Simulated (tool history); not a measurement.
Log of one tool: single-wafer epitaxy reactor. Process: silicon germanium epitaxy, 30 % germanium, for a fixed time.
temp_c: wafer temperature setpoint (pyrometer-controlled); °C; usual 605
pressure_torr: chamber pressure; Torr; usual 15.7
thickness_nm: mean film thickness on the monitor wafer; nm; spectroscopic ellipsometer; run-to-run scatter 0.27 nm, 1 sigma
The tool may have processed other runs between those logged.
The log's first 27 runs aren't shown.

run,hour,temp_c,pressure_torr,"read-back reference wafer on the same gauge, thickness_nm",thickness_nm
28,652.8,605,19,51.175,58.244
29,672.7,614,15.7,51.04,63.44
30,697.2,605,15.7,51.106,54.676
31,728.1,605,15.7,51.108,54.163
32,754.9,605,13.9,51.094,52.925
# hour 767.3: gauge calibrated
33,775.6,605,15.7,51.144,54.604
34,804,593,17,51.051,46.083
35,829.9,591,11.8,51.092,39.61

Each row is a separate what-if for the run after 35, all from the same tool condition, not one after another. Results?
A,830.3,592,15.7,?,?
B,830.3,601,14.1,?,?
C,830.3,605,13.3,?,?
D,830.3,600,15.7,?,?

run,"read-back reference wafer on the same gauge, thickness_nm",thickness_nm
A,51.042,44.333
B,51.042,49.621
C,51.042,51.976
D,51.042,50.46
With the hidden condition removed and each run's random variation left untouched, the same runs would have given:
run,thickness_nm
A,44.333
B,49.621
C,51.976
D,50.46

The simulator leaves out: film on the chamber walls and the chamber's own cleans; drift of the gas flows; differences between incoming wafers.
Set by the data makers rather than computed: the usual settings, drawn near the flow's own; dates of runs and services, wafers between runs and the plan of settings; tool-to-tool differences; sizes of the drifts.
